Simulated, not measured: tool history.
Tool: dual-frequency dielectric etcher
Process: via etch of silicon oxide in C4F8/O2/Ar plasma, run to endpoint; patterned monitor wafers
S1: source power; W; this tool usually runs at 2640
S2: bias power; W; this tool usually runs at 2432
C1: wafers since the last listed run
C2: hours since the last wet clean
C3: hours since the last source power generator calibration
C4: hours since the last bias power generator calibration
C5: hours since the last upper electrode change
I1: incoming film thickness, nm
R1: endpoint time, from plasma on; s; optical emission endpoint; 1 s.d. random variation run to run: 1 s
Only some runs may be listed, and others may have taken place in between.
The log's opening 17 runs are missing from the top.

| run | hour | S1 | S2 | C1 | C2 | C3 | C4 | C5 | I1 | R1 |
|---|---|---|---|---|---|---|---|---|---|---|
| 18 | 241.3 | 2320 | 1889 | 47 | 42.0 | 4016.7 | 69.5 | 206.1 | 2006.3 | 386.5 |
|  | 253.0 | source power generator calibrated |
| 19 | 253.5 | 2140 | 2200 | 38 | 54.2 | 0.5 | 81.7 | 218.3 | 2008.4 | 372.6 |
| 20 | 266.1 | 2250 | 1850 | 59 | 66.8 | 13.1 | 94.3 | 230.9 | 2011.3 | 394.1 |
| 21 | 284.3 | 2990 | 2161 | 86 | 85.0 | 31.3 | 112.5 | 249.1 | 1999.1 | 335.7 |
| 22 | 292.3 | 2420 | 2432 | 37 | 93.0 | 39.3 | 120.5 | 257.1 | 2001.9 | 341.6 |
| 23 | 310.1 | 2060 | 2432 | 84 | 110.8 | 57.1 | 138.3 | 274.9 | 2032.1 | 365.4 |
| 24 | 320.4 | 2640 | 2869 | 48 | 121.1 | 67.4 | 148.6 | 285.2 | 2014.1 | 314.1 |
| 25 | 327.8 | 2640 | 2031 | 35 | 128.5 | 74.8 | 156.0 | 292.6 | 2007.4 | 361.6 |
| 26 | 337.6 | 2640 | 2432 | 46 | 138.3 | 84.6 | 165.8 | 302.4 | 2000.3 | 334.1 |
| 27 | 352.6 | 3250 | 2432 | 70 | 153.3 | 99.6 | 180.8 | 317.4 | 1983.2 | 308.6 |
| 28 | 360.3 | 3080 | 2432 | 36 | 161.0 | 107.3 | 188.5 | 325.1 | 1995.0 | 318.6 |
| 29 | 375.5 | 3120 | 2735 | 71 | 176.2 | 122.5 | 203.7 | 340.3 | 2006.7 | 304.5 |
| 30 | 410.0 | 2470 | 2432 | 163 | 210.7 | 157.0 | 238.2 | 374.8 | 2004.3 | 344.3 |
| 31 | 416.3 | 2260 | 2432 | 29 | 217.0 | 163.3 | 244.5 | 381.1 | 2005.2 | 352.5 |
| 32 | 423.2 | 2100 | 2082 | 32 | 223.9 | 170.2 | 251.4 | 388.0 | 1988.8 | 380.9 |
| 33 | 438.9 | 2640 | 2432 | 74 | 239.6 | 185.9 | 267.1 | 403.7 | 1981.5 | 333.3 |
| 34 | 451.4 | 2290 | 1988 | 59 | 252.1 | 198.4 | 279.6 | 416.2 | 1986.6 | 378.6 |

What if the next run were any one of these 5? Each begins from the tool's condition after run 34:
| A | 451.9 | 2640 | 2432 | 2 | 252.6 | 198.9 | 280.1 | 416.7 | 2008.4 | ? |
| B | 451.9 | 2640 | 1999 | 2 | 252.6 | 198.9 | 280.1 | 416.7 | 2008.4 | ? |
| C | 451.9 | 3020 | 2807 | 2 | 252.6 | 198.9 | 280.1 | 416.7 | 2008.4 | ? |
| D | 451.9 | 3290 | 2074 | 2 | 252.6 | 198.9 | 280.1 | 416.7 | 2008.4 | ? |
| E | 451.9 | 3250 | 2833 | 2 | 252.6 | 198.9 | 280.1 | 416.7 | 2008.4 | ? |

| run | R1 |
|---|---|
| A | 336.7 |
| B | 364.8 |
| C | 305.0 |
| D | 335.0 |
| E | 296.9 |
What these runs would have given with no unlogged condition in the tool:
| run | R1 |
|---|---|
| A | 333.5 |
| B | 361.3 |
| C | 302.0 |
| D | 331.8 |
| E | 294.1 |
